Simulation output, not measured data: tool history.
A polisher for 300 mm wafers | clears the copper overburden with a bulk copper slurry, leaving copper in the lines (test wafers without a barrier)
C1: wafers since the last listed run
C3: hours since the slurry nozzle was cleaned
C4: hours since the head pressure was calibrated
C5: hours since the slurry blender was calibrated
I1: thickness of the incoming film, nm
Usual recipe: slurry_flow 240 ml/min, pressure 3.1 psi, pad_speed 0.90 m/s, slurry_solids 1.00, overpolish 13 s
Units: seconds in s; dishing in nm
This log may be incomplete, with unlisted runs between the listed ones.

{"run": 1, "hour": 0.0, "slurry_flow": 240, "pressure": 3.1, "pad_speed": 1.04, "slurry_solids": 1.0, "overpolish": 8, "C1": 0, "wafers polished on this pad": 231, "C3": 218.4, "C4": 541.2, "C5": 69.3, "I1": 736.8, "seconds": 72.3, "dishing": 46.6}
{"hour": 83.4, "done": "slurry nozzle cleaned"}
{"run": 2, "hour": 84.8, "slurry_flow": 240, "pressure": 3.1, "pad_speed": 1.04, "slurry_solids": 1.0, "overpolish": 8, "C1": 888, "wafers polished on this pad": 1119, "C3": 1.4, "C4": 626.0, "C5": 154.1, "I1": 726.7, "seconds": 74.4, "dishing": 45.8}
{"run": 3, "hour": 142.1, "slurry_flow": 240, "pressure": 3.1, "pad_speed": 1.04, "slurry_solids": 1.0, "overpolish": 8, "C1": 607, "wafers polished on this pad": 1726, "C3": 58.7, "C4": 683.3, "C5": 211.4, "I1": 718.3, "seconds": 71.9, "dishing": 45.2}
{"hour": 171.4, "done": "head pressure recalibrated"}
{"hour": 244.5, "done": "worn pad replaced by a new one"}
{"run": 4, "hour": 246.4, "slurry_flow": 240, "pressure": 3.1, "pad_speed": 0.9, "slurry_solids": 1.1, "overpolish": 13, "C1": 1041, "wafers polished on this pad": 19, "C3": 163.0, "C4": 75.0, "C5": 315.7, "I1": 730.6, "seconds": 79.7, "dishing": 64.9}
{"run": 5, "hour": 286.1, "slurry_flow": 240, "pressure": 3.1, "pad_speed": 0.9, "slurry_solids": 1.1, "overpolish": 13, "C1": 420, "wafers polished on this pad": 440, "C3": 202.7, "C4": 114.7, "C5": 355.4, "I1": 740.0, "seconds": 82.2, "dishing": 61.6}
{"run": 6, "hour": 389.4, "slurry_flow": 240, "pressure": 3.1, "pad_speed": 0.9, "slurry_solids": 1.1, "overpolish": 13, "C1": 1094, "wafers polished on this pad": 1535, "C3": 306.0, "C4": 218.0, "C5": 458.7, "I1": 726.0, "seconds": 80.9, "dishing": 61.3}
{"hour": 396.0, "done": "slurry blender recalibrated"}
{"hour": 425.6, "done": "slurry nozzle cleaned"}
{"hour": 492.2, "done": "worn pad replaced by a new one"}
{"run": 7, "hour": 497.2, "slurry_flow": 240, "pressure": 3.1, "pad_speed": 0.9, "slurry_solids": 1.0, "overpolish": 13, "C1": 1068, "wafers polished on this pad": 52, "C3": 71.6, "C4": 325.8, "C5": 101.2, "I1": 733.4, "seconds": 81.2, "dishing": 62.5}
{"run": 8, "hour": 598.8, "slurry_flow": 240, "pressure": 3.1, "pad_speed": 0.9, "slurry_solids": 1.0, "overpolish": 13, "C1": 1076, "wafers polished on this pad": 1129, "C3": 173.2, "C4": 427.4, "C5": 202.8, "I1": 727.7, "seconds": 83.7, "dishing": 60.7}
{"run": 9, "hour": 669.2, "slurry_flow": 240, "pressure": 3.1, "pad_speed": 0.9, "slurry_solids": 1.0, "overpolish": 13, "C1": 746, "wafers polished on this pad": 1875, "C3": 243.6, "C4": 497.8, "C5": 273.2, "I1": 731.6, "seconds": 83.8, "dishing": 58.0}
{"run": 10, "hour": 715.3, "slurry_flow": 240, "pressure": 3.1, "pad_speed": 1.2, "slurry_solids": 1.0, "overpolish": 9, "C1": 488, "wafers polished on this pad": 2364, "C3": 289.7, "C4": 543.9, "C5": 319.3, "I1": 726.9, "seconds": 66.1, "dishing": 55.6}
{"hour": 743.1, "done": "slurry nozzle cleaned"}
{"hour": 761.9, "done": "head pressure recalibrated"}
{"hour": 765.9, "done": "worn pad replaced by a new one"}
{"run": 11, "hour": 785.2, "slurry_flow": 240, "pressure": 3.1, "pad_speed": 0.9, "slurry_solids": 1.0, "overpolish": 6, "C1": 666, "wafers polished on this pad": 204, "C3": 42.1, "C4": 23.3, "C5": 389.2, "I1": 736.5, "seconds": 82.4, "dishing": 33.2}
{"run": 12, "hour": 828.1, "slurry_flow": 240, "pressure": 2.2, "pad_speed": 0.62, "slurry_solids": 1.0, "overpolish": 16, "C1": 454, "wafers polished on this pad": 659, "C3": 85.0, "C4": 66.2, "C5": 432.1, "I1": 732.7, "seconds": 163.4, "dishing": 42.3}
{"hour": 879.5, "done": "slurry blender recalibrated"}
{"hour": 1004.6, "done": "worn pad replaced by a new one"}
{"hour": 1042.8, "done": "slurry nozzle cleaned"}
{"run": 13, "hour": 1064.4, "slurry_flow": 240, "pressure": 3.1, "pad_speed": 0.9, "slurry_solids": 1.2, "overpolish": 13, "C1": 2430, "wafers polished on this pad": 623, "C3": 21.6, "C4": 302.5, "C5": 184.9, "I1": 723.1, "seconds": 78.8, "dishing": 63.1}
{"run": 14, "hour": 1141.9, "slurry_flow": 180, "pressure": 3.1, "pad_speed": 0.9, "slurry_solids": 1.0, "overpolish": 8, "C1": 821, "wafers polished on this pad": 1444, "C3": 99.1, "C4": 380.0, "C5": 262.4, "I1": 725.0, "seconds": 87.3, "dishing": 40.3}
{"run": 15, "hour": 1194.8, "slurry_flow": 240, "pressure": 3.1, "pad_speed": 0.9, "slurry_solids": 1.0, "overpolish": 13, "C1": 560, "wafers polished on this pad": 2005, "C3": 152.0, "C4": 432.9, "C5": 315.3, "I1": 741.7, "seconds": 84.6, "dishing": 61.3}
{"hour": 1243.4, "done": "worn pad replaced by a new one"}
{"run": 16, "hour": 1272.8, "slurry_flow": 270, "pressure": 2.3, "pad_speed": 0.9, "slurry_solids": 1.0, "overpolish": 13, "C1": 784, "wafers polished on this pad": 311, "C3": 230.0, "C4": 510.9, "C5": 393.3, "I1": 741.4, "seconds": 108.1, "dishing": 49.2}

Forecast each of these 5 alternatives for the next run:
{"run": "A", "hour": 1273.2, "slurry_flow": 240, "pressure": 3.1, "pad_speed": 0.9, "slurry_solids": 1.0, "overpolish": 10, "C1": 4, "wafers polished on this pad": 315, "C3": 230.4, "C4": 511.3, "C5": 393.7, "I1": 733.6, "seconds": "?", "dishing": "?"}
{"run": "B", "hour": 1273.2, "slurry_flow": 240, "pressure": 3.1, "pad_speed": 1.16, "slurry_solids": 1.0, "overpolish": 13, "C1": 4, "wafers polished on this pad": 315, "C3": 230.4, "C4": 511.3, "C5": 393.7, "I1": 733.6, "seconds": "?", "dishing": "?"}
{"run": "C", "hour": 1273.2, "slurry_flow": 240, "pressure": 2.8, "pad_speed": 1.18, "slurry_solids": 1.0, "overpolish": 13, "C1": 4, "wafers polished on this pad": 315, "C3": 230.4, "C4": 511.3, "C5": 393.7, "I1": 733.6, "seconds": "?", "dishing": "?"}
{"run": "D", "hour": 1273.2, "slurry_flow": 240, "pressure": 3.4, "pad_speed": 0.9, "slurry_solids": 1.0, "overpolish": 13, "C1": 4, "wafers polished on this pad": 315, "C3": 230.4, "C4": 511.3, "C5": 393.7, "I1": 733.6, "seconds": "?", "dishing": "?"}
{"run": "E", "hour": 1273.2, "slurry_flow": 240, "pressure": 3.8, "pad_speed": 1.04, "slurry_solids": 0.75, "overpolish": 13, "C1": 4, "wafers polished on this pad": 315, "C3": 230.4, "C4": 511.3, "C5": 393.7, "I1": 733.6, "seconds": "?", "dishing": "?"}

run=A seconds=81.6 dishing=50.7
run=B seconds=65.2 dishing=71.2
run=C seconds=71.1 dishing=66.4
run=D seconds=74.4 dishing=66.2
run=E seconds=61.2 dishing=76.3
The same runs, with their run-to-run variation unchanged, on a tool lacking any hidden condition would have given:
run=A seconds=79.9 dishing=51.5
run=B seconds=63.9 dishing=72.1
run=C seconds=69.7 dishing=67.2
run=D seconds=72.9 dishing=67.1
run=E seconds=60.0 dishing=77.3

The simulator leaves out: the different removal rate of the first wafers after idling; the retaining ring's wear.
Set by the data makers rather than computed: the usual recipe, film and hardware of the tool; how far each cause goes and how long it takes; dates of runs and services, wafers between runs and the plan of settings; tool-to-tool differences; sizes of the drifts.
